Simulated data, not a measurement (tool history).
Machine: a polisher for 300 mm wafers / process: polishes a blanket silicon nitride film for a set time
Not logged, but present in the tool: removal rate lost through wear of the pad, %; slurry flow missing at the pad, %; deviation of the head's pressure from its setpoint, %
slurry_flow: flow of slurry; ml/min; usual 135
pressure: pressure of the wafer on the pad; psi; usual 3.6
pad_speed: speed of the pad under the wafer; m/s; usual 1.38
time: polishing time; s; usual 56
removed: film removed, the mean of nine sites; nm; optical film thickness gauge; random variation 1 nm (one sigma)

run   hour  slurry_flow  pressure  pad_speed  time  wafers since the last listed run  wafers polished on this pad  hours since the slurry nozzle was cleaned  hours since the head pressure was calibrated  incoming thickness of the incoming film, nm  removed
  1      0          135       3.6       1.38    56                                 0                          144                                       52.6                                         397.8                                        458.4    139.5
  2   29.3          135       3.6       1.38    56                               290                          434                                       81.9                                         427.1                                        453.3    139.1
  3   58.1          135       3.3       1.38    56                               285                          719                                      110.7                                         455.9                                        461.8    128.6
  4   82.6          135       3.3       1.38    56                               242                          962                                      135.2                                         480.4                                        461.1    128.7
  5  109.2          135       4.1       1.38    56                               263                         1226                                      161.8                                           507                                        463.4    153.2
  6  138.6          135       4.1       1.38    56                               291                         1517                                      191.2                                         536.4                                        464.5    154.4
  7  168.8          135       4.1       1.38    56                               299                         1816                                      221.4                                         566.6                                          470      153
       176  -- worn pad replaced by a new one
  8  181.2          135       3.6       1.38    56                                83                           51                                      233.8                                           579                                        463.9    136.6
  9  206.3          135       3.6       1.38    56                               248                          300                                      258.9                                         604.1                                        464.8    137.8
 10  222.7          135       3.6       1.38    56                               162                          463                                      275.3                                         620.5                                        454.5    135.5
 11  249.7          135       3.6       1.38    56                               267                          730                                      302.3                                         647.5                                        464.1    136.6
 12  276.6          135       3.6       1.38    56                               266                          996                                      329.2                                         674.4                                        453.4    136.2
 13  289.4          135       3.6       1.38    61                               126                         1123                                        342                                         687.2                                        461.6      149
 14  310.4          135       3.6       1.38    61                               208                         1331                                        363                                         708.2                                          456    147.9
 15  343.2          135       3.6       1.38    61                               324                         1656                                      395.8                                           741                                        464.5    146.3
 16  358.8          150         4       1.38    56                               154                         1811                                      411.4                                         756.6                                        465.9    151.1
       380  -- worn pad replaced by a new one
 17  383.7          150         4       1.38    56                               207                           36                                      436.3                                         781.5                                        466.4    152.5
 18  410.9          150         4       1.38    56                               269                          306                                      463.5                                         808.7                                        466.8      151
 19  440.6          135       4.8        1.5    38                               294                          600                                      493.2                                         838.4                                        455.8    121.4
 20  457.2          135       3.6       1.38    56                               164                          764                                      509.8                                           855                                        456.4      132
     482.2  -- head pressure recalibrated
 21  495.5          155       3.6       1.38    41                               359                         1124                                      548.1                                          13.3                                        457.6    101.7
 22    525          135       3.6       1.72    56                               292                         1416                                      577.6                                          42.8                                        452.5    148.2

The next listed run, before its measurement:
 23  546.1          125       4.5       1.38    56                               209                         1625                                      598.7                                          63.9                                        463.8        ?

{"run 23": {"removed": 151.9}}
With no hidden state in the tool, this same run would have given removed 163.5 nm.

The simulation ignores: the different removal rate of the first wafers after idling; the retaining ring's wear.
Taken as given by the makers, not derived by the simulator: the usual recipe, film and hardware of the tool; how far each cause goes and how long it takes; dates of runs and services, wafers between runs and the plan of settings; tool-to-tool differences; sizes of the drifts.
